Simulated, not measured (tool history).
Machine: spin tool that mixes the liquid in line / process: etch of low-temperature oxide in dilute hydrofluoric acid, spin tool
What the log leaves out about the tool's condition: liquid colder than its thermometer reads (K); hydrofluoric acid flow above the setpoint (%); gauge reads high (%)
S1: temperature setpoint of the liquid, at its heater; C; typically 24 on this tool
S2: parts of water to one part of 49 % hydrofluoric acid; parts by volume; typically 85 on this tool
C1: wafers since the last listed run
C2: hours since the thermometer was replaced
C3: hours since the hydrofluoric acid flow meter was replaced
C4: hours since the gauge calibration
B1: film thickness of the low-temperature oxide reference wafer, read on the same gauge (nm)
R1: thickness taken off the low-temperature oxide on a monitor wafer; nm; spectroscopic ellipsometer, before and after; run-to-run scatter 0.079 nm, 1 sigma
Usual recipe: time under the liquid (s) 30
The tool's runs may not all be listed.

{"run": 1, "hour": 0.0, "S1": 24, "S2": 85, "time under the liquid (s)": 30, "C1": 0, "C2": 1605.9, "C3": 219.7, "C4": 530.5, "B1": 129.97, "R1": 10.71}
{"run": 2, "hour": 24.5, "S1": 24, "S2": 85, "time under the liquid (s)": 30, "C1": 272, "C2": 1630.4, "C3": 244.2, "C4": 555, "B1": 130.01, "R1": 10.74}
{"run": 3, "hour": 40.5, "S1": 24, "S2": 85, "time under the liquid (s)": 30, "C1": 177, "C2": 1646.4, "C3": 260.2, "C4": 571, "B1": 130.03, "R1": 10.7}
{"run": 4, "hour": 60.4, "S1": 24, "S2": 85, "time under the liquid (s)": 30, "C1": 221, "C2": 1666.3, "C3": 280.1, "C4": 590.9, "B1": 129.98, "R1": 10.57}
{"run": 5, "hour": 87.7, "S1": 24, "S2": 85, "time under the liquid (s)": 30, "C1": 303, "C2": 1693.6, "C3": 307.4, "C4": 618.2, "B1": 130, "R1": 10.58}
{"run": 6, "hour": 119.4, "S1": 24, "S2": 85, "time under the liquid (s)": 30, "C1": 352, "C2": 1725.3, "C3": 339.1, "C4": 649.9, "B1": 129.96, "R1": 10.59}
{"run": 7, "hour": 133.1, "S1": 24, "S2": 85, "time under the liquid (s)": 30, "C1": 152, "C2": 1739, "C3": 352.8, "C4": 663.6, "B1": 129.97, "R1": 10.67}
{"run": 8, "hour": 151.7, "S1": 24, "S2": 85, "time under the liquid (s)": 30, "C1": 206, "C2": 1757.6, "C3": 371.4, "C4": 682.2, "B1": 129.99, "R1": 10.63}
{"run": 9, "hour": 170.2, "S1": 24, "S2": 85, "time under the liquid (s)": 30, "C1": 205, "C2": 1776.1, "C3": 389.9, "C4": 700.7, "B1": 130.01, "R1": 10.71}
{"run": 10, "hour": 198.0, "S1": 24, "S2": 85, "time under the liquid (s)": 30, "C1": 308, "C2": 1803.9, "C3": 417.7, "C4": 728.5, "B1": 129.99, "R1": 10.68}
{"run": 11, "hour": 212.4, "S1": 24, "S2": 85, "time under the liquid (s)": 40, "C1": 159, "C2": 1818.3, "C3": 432.1, "C4": 742.9, "B1": 129.99, "R1": 14.32}
{"run": 12, "hour": 238.7, "S1": 24, "S2": 85, "time under the liquid (s)": 40, "C1": 292, "C2": 1844.6, "C3": 458.4, "C4": 769.2, "B1": 129.99, "R1": 14.32}
{"run": 13, "hour": 339.0, "S1": 24, "S2": 85, "time under the liquid (s)": 40, "C1": 1114, "C2": 1944.9, "C3": 558.7, "C4": 869.5, "B1": 130.03, "R1": 14.25}
{"hour": 374.2, "done": "gauge calibrated"}
{"run": 14, "hour": 409.0, "S1": 24, "S2": 85, "time under the liquid (s)": 30, "C1": 777, "C2": 2014.9, "C3": 628.7, "C4": 34.8, "B1": 129.99, "R1": 10.86}
{"run": 15, "hour": 435.0, "S1": 24, "S2": 65, "time under the liquid (s)": 45, "C1": 288, "C2": 2040.9, "C3": 654.7, "C4": 60.8, "B1": 130, "R1": 21.56}
{"run": 16, "hour": 452.6, "S1": 24, "S2": 85, "time under the liquid (s)": 30, "C1": 195, "C2": 2058.5, "C3": 672.3, "C4": 78.4, "B1": 129.96, "R1": 10.77}
{"run": 17, "hour": 481.6, "S1": 24, "S2": 85, "time under the liquid (s)": 30, "C1": 322, "C2": 2087.5, "C3": 701.3, "C4": 107.4, "B1": 130.01, "R1": 10.71}
{"run": 18, "hour": 503.6, "S1": 26.5, "S2": 85, "time under the liquid (s)": 30, "C1": 244, "C2": 2109.5, "C3": 723.3, "C4": 129.4, "B1": 129.98, "R1": 11.91}
{"hour": 504.7, "done": "thermometer replaced"}
{"run": 19, "hour": 526.5, "S1": 24, "S2": 85, "time under the liquid (s)": 30, "C1": 243, "C2": 21.8, "C3": 746.2, "C4": 152.3, "B1": 129.97, "R1": 11.74}
{"run": 20, "hour": 548.0, "S1": 29, "S2": 85, "time under the liquid (s)": 25, "C1": 238, "C2": 43.3, "C3": 767.7, "C4": 173.8, "B1": 130.01, "R1": 11.93}
{"run": 21, "hour": 562.9, "S1": 24, "S2": 85, "time under the liquid (s)": 30, "C1": 165, "C2": 58.2, "C3": 782.6, "C4": 188.7, "B1": 130.03, "R1": 11.71}
{"run": 22, "hour": 577.9, "S1": 24, "S2": 85, "time under the liquid (s)": 30, "C1": 166, "C2": 73.2, "C3": 797.6, "C4": 203.7, "B1": 130.03, "R1": 11.66}
{"hour": 598.0, "done": "hydrofluoric acid flow meter replaced"}
{"run": 23, "hour": 611.9, "S1": 24, "S2": 85, "time under the liquid (s)": 50, "C1": 366, "C2": 107.2, "C3": 13.9, "C4": 237.7, "B1": 129.99, "R1": 18.45}
{"run": 24, "hour": 631.2, "S1": 26, "S2": 65, "time under the liquid (s)": 15, "C1": 214, "C2": 126.5, "C3": 33.2, "C4": 257, "B1": 130.03, "R1": 8.03}
{"run": 25, "hour": 658.9, "S1": 19.5, "S2": 100, "time under the liquid (s)": 40, "C1": 307, "C2": 154.2, "C3": 60.9, "C4": 284.7, "B1": 129.99, "R1": 10.35}
{"run": 26, "hour": 681.1, "S1": 28, "S2": 85, "time under the liquid (s)": 30, "C1": 246, "C2": 176.4, "C3": 83.1, "C4": 306.9, "B1": 130, "R1": 13.04}
{"run": 27, "hour": 775.9, "S1": 26, "S2": 115, "time under the liquid (s)": 45, "C1": 1053, "C2": 271.2, "C3": 177.9, "C4": 401.7, "B1": 130.02, "R1": 13}
{"run": 28, "hour": 800.9, "S1": 24, "S2": 55, "time under the liquid (s)": 30, "C1": 277, "C2": 296.2, "C3": 202.9, "C4": 426.7, "B1": 130.01, "R1": 17.77}

What would each run have given without the hidden state, its run-to-run variation left as it was?
run=1 R1=11.28
run=2 R1=11.3
run=3 R1=11.25
run=4 R1=11.11
run=5 R1=11.12
run=6 R1=11.12
run=7 R1=11.21
run=8 R1=11.16
run=9 R1=11.24
run=10 R1=11.21
run=11 R1=15.02
run=12 R1=15.01
run=13 R1=14.91
run=14 R1=11.35
run=15 R1=22.59
run=16 R1=11.25
run=17 R1=11.19
run=18 R1=12.41
run=19 R1=11.2
run=20 R1=11.36
run=21 R1=11.16
run=22 R1=11.12
run=23 R1=18.47
run=24 R1=8.03
run=25 R1=10.35
run=26 R1=13.03
run=27 R1=12.96
run=28 R1=17.74
